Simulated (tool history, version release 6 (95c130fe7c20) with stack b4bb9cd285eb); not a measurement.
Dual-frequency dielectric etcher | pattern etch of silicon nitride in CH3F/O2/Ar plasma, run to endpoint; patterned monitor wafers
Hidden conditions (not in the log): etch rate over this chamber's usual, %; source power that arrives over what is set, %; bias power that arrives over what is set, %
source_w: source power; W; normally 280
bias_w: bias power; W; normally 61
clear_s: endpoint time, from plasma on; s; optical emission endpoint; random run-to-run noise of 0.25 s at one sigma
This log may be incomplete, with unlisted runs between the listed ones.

run,hour,source_w,bias_w,wafers since the last listed run,hours since the last wet clean,hours since the last source power generator calibration,hours since the last bias power generator calibration,hours since the last upper electrode change,"incoming incoming film thickness, nm",clear_s
1,0,280,55,0,471.9,2988.4,1990.3,5231.3,36.52,67.8
2,10.8,280,61,107,482.7,2999.2,2001.1,5242.1,37.44,67.1
3,20.7,280,61,98,492.6,3009.1,2011,5252,37.07,66.5
4,36.3,280,61,154,508.2,3024.7,2026.6,5267.6,37.08,66.5
5,50.4,280,61,139,522.3,3038.8,2040.7,5281.7,37.23,66.4
6,65.9,280,61,153,537.8,3054.3,2056.2,5297.2,36.75,65.7
# hour 134: wet clean of the chamber
7,134.5,280,66,442,0.5,3122.9,2124.8,5365.8,37.3,66
8,134.8,280,61,2,0.8,3123.2,2125.1,5366.1,36.94,67
9,135.1,280,61,2,1.1,3123.5,2125.4,5366.4,36.95,67.4
10,178.3,280,61,428,44.3,3166.7,2168.6,5409.6,37.02,67.5
11,192.1,280,61,136,58.1,3180.5,2182.4,5423.4,36.79,66.5
12,201,280,61,88,67,3189.4,2191.3,5432.3,37.1,67.6
13,215.6,280,61,144,81.6,3204,2205.9,5446.9,36.74,66.6
14,229.1,280,68,133,95.1,3217.5,2219.4,5460.4,37.11,65
15,244,330,72,147,110,3232.4,2234.3,5475.3,37.37,62.1
16,250,280,61,59,116,3238.4,2240.3,5481.3,37.27,67.4
17,267.7,230,67,175,133.7,3256.1,2258,5499,36.77,67.8
18,281.8,280,61,139,147.8,3270.2,2272.1,5513.1,37.48,68
# hour 300.9: source power generator calibrated
19,301.4,280,61,154,167.4,0.5,2291.7,5532.7,37.15,67.3
20,315.3,240,67,137,181.3,14.4,2305.6,5546.6,36.69,66.7
21,328.9,280,57,134,194.9,28,2319.2,5560.2,36.72,67.6
# hour 359.6: upper electrode replaced
22,360.1,310,48,71,226.1,59.2,2350.4,0.5,36.62,69.8
23,389.9,280,65,295,255.9,89,2380.2,30.3,36.99,65.4
24,398.4,280,53,84,264.4,97.5,2388.7,38.8,37.04,70.6
25,408.7,280,68,102,274.7,107.8,2399,49.1,36.88,64.1
26,419.8,320,61,110,285.8,118.9,2410.1,60.2,37.05,64.9
27,428.6,280,61,87,294.6,127.7,2418.9,69,36.9,66.3
# hour 432.9: bias power generator calibrated
28,445.5,230,61,127,311.5,144.6,12.6,85.9,37.04,69.3
29,455.3,250,53,97,321.3,154.4,22.4,95.7,36.66,71.1
30,494,280,61,383,360,193.1,61.1,134.4,36.6,65.8
31,546.7,240,75,522,412.7,245.8,113.8,187.1,36.84,63.7
32,559.5,350,48,126,425.5,258.6,126.6,199.9,37.06,68.1
33,576.6,280,61,169,442.6,275.7,143.7,217,36.7,65.7
34,587.1,230,56,104,453.1,286.2,154.2,227.5,36.74,70.6
35,603.2,280,47,159,469.2,302.3,170.3,243.6,36.83,71.3

Run by run, hidden condition taken away, random variation retained:
run,clear_s
1,69
2,68.2
3,67.7
4,67.7
5,67.6
6,66.9
7,66
8,67
9,67.3
10,67.6
11,66.6
12,67.8
13,66.8
14,65.2
15,62.3
16,67.7
17,68.1
18,68.3
19,67.7
20,67.1
21,68.1
22,70.3
23,65.9
24,71.2
25,64.7
26,65.5
27,67
28,70
29,71.9
30,66.6
31,64.6
32,69.1
33,66.7
34,71.7
35,72.4
